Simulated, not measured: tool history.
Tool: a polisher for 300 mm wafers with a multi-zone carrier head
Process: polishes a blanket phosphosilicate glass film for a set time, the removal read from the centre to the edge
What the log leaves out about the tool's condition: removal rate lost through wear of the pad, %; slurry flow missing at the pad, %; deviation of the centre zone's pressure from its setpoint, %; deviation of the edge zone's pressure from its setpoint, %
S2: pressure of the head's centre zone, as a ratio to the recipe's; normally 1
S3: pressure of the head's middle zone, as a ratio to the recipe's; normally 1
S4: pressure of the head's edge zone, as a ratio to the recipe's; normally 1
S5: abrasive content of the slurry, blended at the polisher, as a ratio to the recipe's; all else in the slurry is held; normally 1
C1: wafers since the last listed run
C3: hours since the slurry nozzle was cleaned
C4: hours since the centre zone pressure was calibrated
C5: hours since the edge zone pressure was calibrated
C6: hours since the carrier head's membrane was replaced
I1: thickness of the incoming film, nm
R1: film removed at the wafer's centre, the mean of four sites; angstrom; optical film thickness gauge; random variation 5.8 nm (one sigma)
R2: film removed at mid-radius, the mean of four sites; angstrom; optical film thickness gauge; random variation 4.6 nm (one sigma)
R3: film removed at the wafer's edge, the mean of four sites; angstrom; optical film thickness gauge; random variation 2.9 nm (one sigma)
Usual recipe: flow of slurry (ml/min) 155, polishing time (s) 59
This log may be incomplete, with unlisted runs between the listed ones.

{"run": 1, "hour": 0.0, "flow of slurry (ml/min)": 155, "S2": 1, "S3": 1, "S4": 1, "S5": 1, "polishing time (s)": 46, "C1": 0, "wafers polished on this pad": 3084, "C3": 45.8, "C4": 372.1, "C5": 188.8, "C6": 1823.2, "I1": 4647.8, "R1": 3437, "R2": 3111, "R3": 3173}
{"hour": 31.7, "done": "worn pad replaced by a new one"}
{"run": 2, "hour": 42.6, "flow of slurry (ml/min)": 155, "S2": 1, "S3": 1, "S4": 1.08, "S5": 1, "polishing time (s)": 59, "C1": 322, "wafers polished on this pad": 91, "C3": 88.4, "C4": 414.7, "C5": 231.4, "C6": 1865.8, "I1": 4586.5, "R1": 4353, "R2": 3974, "R3": 4225}
{"run": 3, "hour": 95.3, "flow of slurry (ml/min)": 155, "S2": 1, "S3": 0.9, "S4": 1, "S5": 1, "polishing time (s)": 59, "C1": 440, "wafers polished on this pad": 531, "C3": 141.1, "C4": 467.4, "C5": 284.1, "C6": 1918.5, "I1": 4628.8, "R1": 4457, "R2": 3769, "R3": 4031}
{"hour": 101.9, "done": "centre zone pressure recalibrated"}
{"run": 4, "hour": 134.1, "flow of slurry (ml/min)": 155, "S2": 1, "S3": 1.05, "S4": 1.06, "S5": 1, "polishing time (s)": 59, "C1": 307, "wafers polished on this pad": 839, "C3": 179.9, "C4": 32.2, "C5": 322.9, "C6": 1957.3, "I1": 4719.2, "R1": 3857, "R2": 4083, "R3": 4187}
{"run": 5, "hour": 203.6, "flow of slurry (ml/min)": 155, "S2": 1, "S3": 1, "S4": 0.95, "S5": 1, "polishing time (s)": 59, "C1": 581, "wafers polished on this pad": 1420, "C3": 249.4, "C4": 101.7, "C5": 392.4, "C6": 2026.8, "I1": 4610.5, "R1": 3865, "R2": 3941, "R3": 3951}
{"hour": 231.2, "done": "carrier head's membrane replaced by a new one"}
{"run": 6, "hour": 232.3, "flow of slurry (ml/min)": 210, "S2": 1, "S3": 1, "S4": 0.89, "S5": 0.9, "polishing time (s)": 80, "C1": 198, "wafers polished on this pad": 1618, "C3": 278.1, "C4": 130.4, "C5": 421.1, "C6": 1.1, "I1": 4592.7, "R1": 5376, "R2": 5346, "R3": 5181}
{"hour": 254.0, "done": "edge zone pressure recalibrated"}
{"run": 7, "hour": 287.8, "flow of slurry (ml/min)": 155, "S2": 1, "S3": 1, "S4": 1, "S5": 1.25, "polishing time (s)": 59, "C1": 447, "wafers polished on this pad": 2066, "C3": 333.6, "C4": 185.9, "C5": 33.8, "C6": 56.6, "I1": 4597.8, "R1": 4144, "R2": 4344, "R3": 4398}
{"run": 8, "hour": 352.1, "flow of slurry (ml/min)": 155, "S2": 1, "S3": 1, "S4": 1, "S5": 1, "polishing time (s)": 59, "C1": 537, "wafers polished on this pad": 2604, "C3": 397.9, "C4": 250.2, "C5": 98.1, "C6": 120.9, "I1": 4691.9, "R1": 3846, "R2": 3826, "R3": 3902}
{"run": 9, "hour": 381.3, "flow of slurry (ml/min)": 155, "S2": 1, "S3": 1, "S4": 1, "S5": 1, "polishing time (s)": 59, "C1": 244, "wafers polished on this pad": 2848, "C3": 427.1, "C4": 279.4, "C5": 127.3, "C6": 150.1, "I1": 4607.3, "R1": 3920, "R2": 3779, "R3": 3938}
{"hour": 412.1, "done": "worn pad replaced by a new one"}
{"run": 10, "hour": 412.6, "flow of slurry (ml/min)": 170, "S2": 1, "S3": 1, "S4": 1, "S5": 1, "polishing time (s)": 59, "C1": 228, "wafers polished on this pad": 4, "C3": 458.4, "C4": 310.7, "C5": 158.6, "C6": 181.4, "I1": 4667.6, "R1": 3961, "R2": 3933, "R3": 3963}
{"run": 11, "hour": 461.3, "flow of slurry (ml/min)": 155, "S2": 1, "S3": 1, "S4": 1, "S5": 1, "polishing time (s)": 59, "C1": 407, "wafers polished on this pad": 411, "C3": 507.1, "C4": 359.4, "C5": 207.3, "C6": 230.1, "I1": 4592.1, "R1": 3834, "R2": 3670, "R3": 3876}
{"run": 12, "hour": 506.9, "flow of slurry (ml/min)": 155, "S2": 1, "S3": 1, "S4": 1, "S5": 1, "polishing time (s)": 59, "C1": 381, "wafers polished on this pad": 793, "C3": 552.7, "C4": 405, "C5": 252.9, "C6": 275.7, "I1": 4579, "R1": 3879, "R2": 3803, "R3": 3846}
{"hour": 522.5, "done": "centre zone pressure recalibrated"}
{"run": 13, "hour": 546.8, "flow of slurry (ml/min)": 170, "S2": 1, "S3": 1, "S4": 1.03, "S5": 1.3, "polishing time (s)": 76, "C1": 316, "wafers polished on this pad": 1110, "C3": 592.6, "C4": 24.3, "C5": 292.8, "C6": 315.6, "I1": 4675.1, "R1": 5411, "R2": 5510, "R3": 5759}
{"run": 14, "hour": 597.1, "flow of slurry (ml/min)": 155, "S2": 1, "S3": 0.9, "S4": 1, "S5": 1, "polishing time (s)": 59, "C1": 420, "wafers polished on this pad": 1530, "C3": 642.9, "C4": 74.6, "C5": 343.1, "C6": 365.9, "I1": 4577, "R1": 3606, "R2": 3332, "R3": 3818}
{"hour": 599.3, "done": "edge zone pressure recalibrated"}
{"run": 15, "hour": 658.0, "flow of slurry (ml/min)": 155, "S2": 0.93, "S3": 1, "S4": 1, "S5": 1, "polishing time (s)": 59, "C1": 492, "wafers polished on this pad": 2023, "C3": 703.8, "C4": 135.5, "C5": 58.7, "C6": 426.8, "I1": 4585.8, "R1": 3312, "R2": 3585, "R3": 3732}
{"run": 16, "hour": 729.5, "flow of slurry (ml/min)": 110, "S2": 0.88, "S3": 1, "S4": 1, "S5": 1.2, "polishing time (s)": 47, "C1": 597, "wafers polished on this pad": 2621, "C3": 775.3, "C4": 207, "C5": 130.2, "C6": 498.3, "I1": 4641.5, "R1": 2241, "R2": 2532, "R3": 2896}
{"run": 17, "hour": 767.3, "flow of slurry (ml/min)": 155, "S2": 1, "S3": 1, "S4": 1, "S5": 1, "polishing time (s)": 59, "C1": 316, "wafers polished on this pad": 2937, "C3": 813.1, "C4": 244.8, "C5": 168, "C6": 536.1, "I1": 4584.5, "R1": 3549, "R2": 3423, "R3": 3680}
{"run": 18, "hour": 807.1, "flow of slurry (ml/min)": 155, "S2": 1, "S3": 1.11, "S4": 1, "S5": 0.85, "polishing time (s)": 59, "C1": 332, "wafers polished on this pad": 3269, "C3": 852.9, "C4": 284.6, "C5": 207.8, "C6": 575.9, "I1": 4609.9, "R1": 3229, "R2": 3398, "R3": 3367}
{"hour": 821.6, "done": "slurry nozzle cleaned"}
{"hour": 843.2, "done": "worn pad replaced by a new one"}
{"run": 19, "hour": 857.7, "flow of slurry (ml/min)": 155, "S2": 1, "S3": 1, "S4": 1.03, "S5": 1, "polishing time (s)": 59, "C1": 381, "wafers polished on this pad": 120, "C3": 36.1, "C4": 335.2, "C5": 258.4, "C6": 626.5, "I1": 4583.9, "R1": 4301, "R2": 3994, "R3": 4118}
{"run": 20, "hour": 902.2, "flow of slurry (ml/min)": 180, "S2": 1, "S3": 1, "S4": 1, "S5": 1, "polishing time (s)": 59, "C1": 372, "wafers polished on this pad": 492, "C3": 80.6, "C4": 379.7, "C5": 302.9, "C6": 671, "I1": 4650.5, "R1": 4475, "R2": 4134, "R3": 4204}
{"hour": 941.6, "done": "edge zone pressure recalibrated"}
{"hour": 941.8, "done": "centre zone pressure recalibrated"}
{"run": 21, "hour": 960.0, "flow of slurry (ml/min)": 130, "S2": 1, "S3": 1, "S4": 0.97, "S5": 1, "polishing time (s)": 68, "C1": 464, "wafers polished on this pad": 957, "C3": 138.4, "C4": 18.2, "C5": 18.4, "C6": 728.8, "I1": 4698.6, "R1": 4431, "R2": 4296, "R3": 4480}

4 options for the next run, each taken on its own from the tool as it stands now. Forecast them:
{"run": "A", "hour": 960.4, "flow of slurry (ml/min)": 130, "S2": 1, "S3": 1, "S4": 1, "S5": 1, "polishing time (s)": 59, "C1": 3, "wafers polished on this pad": 961, "C3": 138.8, "C4": 18.6, "C5": 18.8, "C6": 729.2, "I1": 4675.8, "R1": "?", "R2": "?", "R3": "?"}
{"run": "B", "hour": 960.4, "flow of slurry (ml/min)": 155, "S2": 1, "S3": 1.03, "S4": 1, "S5": 1, "polishing time (s)": 59, "C1": 3, "wafers polished on this pad": 961, "C3": 138.8, "C4": 18.6, "C5": 18.8, "C6": 729.2, "I1": 4675.8, "R1": "?", "R2": "?", "R3": "?"}
{"run": "C", "hour": 960.4, "flow of slurry (ml/min)": 175, "S2": 1, "S3": 0.93, "S4": 1, "S5": 1, "polishing time (s)": 75, "C1": 3, "wafers polished on this pad": 961, "C3": 138.8, "C4": 18.6, "C5": 18.8, "C6": 729.2, "I1": 4675.8, "R1": "?", "R2": "?", "R3": "?"}
{"run": "D", "hour": 960.4, "flow of slurry (ml/min)": 155, "S2": 1, "S3": 1, "S4": 0.92, "S5": 0.85, "polishing time (s)": 59, "C1": 3, "wafers polished on this pad": 961, "C3": 138.8, "C4": 18.6, "C5": 18.8, "C6": 729.2, "I1": 4675.8, "R1": "?", "R2": "?", "R3": "?"}

run=A R1=3874 R2=3894 R3=3911
run=B R1=4069 R2=4155 R3=4031
run=C R1=5317 R2=5031 R3=5224
run=D R1=3773 R2=3772 R3=3622
Without the tool's hidden state the same runs would have given:
run=A R1=3915 R2=3972 R3=3965
run=B R1=4096 R2=4224 R3=4079
run=C R1=5340 R2=5105 R3=5279
run=D R1=3798 R2=3834 R3=3665
